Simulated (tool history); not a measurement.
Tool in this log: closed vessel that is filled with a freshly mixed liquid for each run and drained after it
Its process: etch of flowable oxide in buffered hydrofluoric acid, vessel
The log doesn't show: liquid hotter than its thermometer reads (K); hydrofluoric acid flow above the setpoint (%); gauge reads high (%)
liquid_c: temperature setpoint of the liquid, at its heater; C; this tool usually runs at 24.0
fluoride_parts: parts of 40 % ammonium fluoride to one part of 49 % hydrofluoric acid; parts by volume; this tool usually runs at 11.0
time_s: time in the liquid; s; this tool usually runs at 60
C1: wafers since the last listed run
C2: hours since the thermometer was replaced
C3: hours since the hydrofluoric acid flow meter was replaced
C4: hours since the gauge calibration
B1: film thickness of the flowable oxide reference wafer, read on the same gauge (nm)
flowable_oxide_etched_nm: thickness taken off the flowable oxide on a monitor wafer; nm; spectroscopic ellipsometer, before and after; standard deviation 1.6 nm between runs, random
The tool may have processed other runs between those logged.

{"run": 1, "hour": 0.0, "liquid_c": 24.0, "fluoride_parts": 11.0, "time_s": 60, "C1": 0, "C2": 592.3, "C3": 1605.0, "C4": 289.4, "B1": 30.0, "flowable_oxide_etched_nm": 184.74}
{"run": 2, "hour": 59.7, "liquid_c": 24.0, "fluoride_parts": 11.0, "time_s": 60, "C1": 8579, "C2": 652.0, "C3": 1664.7, "C4": 349.1, "B1": 29.99, "flowable_oxide_etched_nm": 190.19}
{"run": 3, "hour": 125.4, "liquid_c": 24.0, "fluoride_parts": 11.0, "time_s": 60, "C1": 9442, "C2": 717.7, "C3": 1730.4, "C4": 414.8, "B1": 29.99, "flowable_oxide_etched_nm": 189.39}
{"run": 4, "hour": 187.1, "liquid_c": 24.0, "fluoride_parts": 11.0, "time_s": 60, "C1": 8867, "C2": 779.4, "C3": 1792.1, "C4": 476.5, "B1": 30.02, "flowable_oxide_etched_nm": 191.25}
{"run": 5, "hour": 227.7, "liquid_c": 24.0, "fluoride_parts": 11.0, "time_s": 60, "C1": 5834, "C2": 820.0, "C3": 1832.7, "C4": 517.1, "B1": 29.97, "flowable_oxide_etched_nm": 188.91}
{"run": 6, "hour": 266.5, "liquid_c": 24.0, "fluoride_parts": 11.0, "time_s": 60, "C1": 5576, "C2": 858.8, "C3": 1871.5, "C4": 555.9, "B1": 30.02, "flowable_oxide_etched_nm": 190.47}
{"run": 7, "hour": 316.2, "liquid_c": 24.0, "fluoride_parts": 11.0, "time_s": 60, "C1": 7142, "C2": 908.5, "C3": 1921.2, "C4": 605.6, "B1": 30.0, "flowable_oxide_etched_nm": 189.68}
{"run": 8, "hour": 366.9, "liquid_c": 24.0, "fluoride_parts": 11.0, "time_s": 60, "C1": 7286, "C2": 959.2, "C3": 1971.9, "C4": 656.3, "B1": 30.0, "flowable_oxide_etched_nm": 190.23}
{"run": 9, "hour": 407.6, "liquid_c": 24.0, "fluoride_parts": 11.0, "time_s": 30, "C1": 5849, "C2": 999.9, "C3": 2012.6, "C4": 697.0, "B1": 30.03, "flowable_oxide_etched_nm": 95.61}
{"hour": 459.9, "done": "thermometer replaced"}
{"run": 10, "hour": 474.9, "liquid_c": 21.0, "fluoride_parts": 11.0, "time_s": 60, "C1": 9528, "C2": 15.0, "C3": 2079.9, "C4": 764.3, "B1": 30.02, "flowable_oxide_etched_nm": 156.54}
{"run": 11, "hour": 546.8, "liquid_c": 28.0, "fluoride_parts": 14.5, "time_s": 35, "C1": 10333, "C2": 86.9, "C3": 2151.8, "C4": 836.2, "B1": 30.0, "flowable_oxide_etched_nm": 101.01}
{"hour": 561.0, "done": "gauge calibrated"}
{"run": 12, "hour": 708.8, "liquid_c": 28.0, "fluoride_parts": 14.5, "time_s": 35, "C1": 23282, "C2": 248.9, "C3": 2313.8, "C4": 147.8, "B1": 30.01, "flowable_oxide_etched_nm": 101.09}
{"hour": 838.5, "done": "hydrofluoric acid flow meter replaced"}
{"run": 13, "hour": 871.6, "liquid_c": 26.5, "fluoride_parts": 14.0, "time_s": 60, "C1": 23253, "C2": 411.7, "C3": 33.1, "C4": 310.6, "B1": 29.98, "flowable_oxide_etched_nm": 167.02}
{"run": 14, "hour": 896.9, "liquid_c": 27.5, "fluoride_parts": 7.0, "time_s": 50, "C1": 3636, "C2": 437.0, "C3": 58.4, "C4": 335.9, "B1": 30.03, "flowable_oxide_etched_nm": 291.6}
{"run": 15, "hour": 959.6, "liquid_c": 24.0, "fluoride_parts": 11.0, "time_s": 60, "C1": 9011, "C2": 499.7, "C3": 121.1, "C4": 398.6, "B1": 30.01, "flowable_oxide_etched_nm": 188.27}
{"run": 16, "hour": 1026.1, "liquid_c": 27.0, "fluoride_parts": 8.5, "time_s": 40, "C1": 9557, "C2": 566.2, "C3": 187.6, "C4": 465.1, "B1": 30.01, "flowable_oxide_etched_nm": 184.1}
{"run": 17, "hour": 1095.9, "liquid_c": 24.0, "fluoride_parts": 7.5, "time_s": 60, "C1": 10031, "C2": 636.0, "C3": 257.4, "C4": 534.9, "B1": 30.03, "flowable_oxide_etched_nm": 268.94}

What if the next run were any one of these 5? Each begins from the tool's condition after run 17:
{"run": "A", "hour": 1096.6, "liquid_c": 24.0, "fluoride_parts": 11.0, "time_s": 80, "C1": 100, "C2": 636.7, "C3": 258.1, "C4": 535.6, "B1": "?", "flowable_oxide_etched_nm": "?"}
{"run": "B", "hour": 1096.6, "liquid_c": 21.5, "fluoride_parts": 13.0, "time_s": 30, "C1": 100, "C2": 636.7, "C3": 258.1, "C4": 535.6, "B1": "?", "flowable_oxide_etched_nm": "?"}
{"run": "C", "hour": 1096.6, "liquid_c": 26.0, "fluoride_parts": 11.0, "time_s": 75, "C1": 100, "C2": 636.7, "C3": 258.1, "C4": 535.6, "B1": "?", "flowable_oxide_etched_nm": "?"}
{"run": "D", "hour": 1096.6, "liquid_c": 24.0, "fluoride_parts": 11.0, "time_s": 75, "C1": 100, "C2": 636.7, "C3": 258.1, "C4": 535.6, "B1": "?", "flowable_oxide_etched_nm": "?"}
{"run": "E", "hour": 1096.6, "liquid_c": 28.5, "fluoride_parts": 7.0, "time_s": 80, "C1": 100, "C2": 636.7, "C3": 258.1, "C4": 535.6, "B1": "?", "flowable_oxide_etched_nm": "?"}

run=A B1=30.00 flowable_oxide_etched_nm=249.95
run=B B1=30.00 flowable_oxide_etched_nm=69.42
run=C B1=30.00 flowable_oxide_etched_nm=261.04
run=D B1=30.00 flowable_oxide_etched_nm=234.33
run=E B1=30.00 flowable_oxide_etched_nm=489.16
Without the tool's hidden state the same runs would have given:
run=A flowable_oxide_etched_nm=241.66
run=B flowable_oxide_etched_nm=67.08
run=C flowable_oxide_etched_nm=252.49
run=D flowable_oxide_etched_nm=226.56
run=E flowable_oxide_etched_nm=473.42
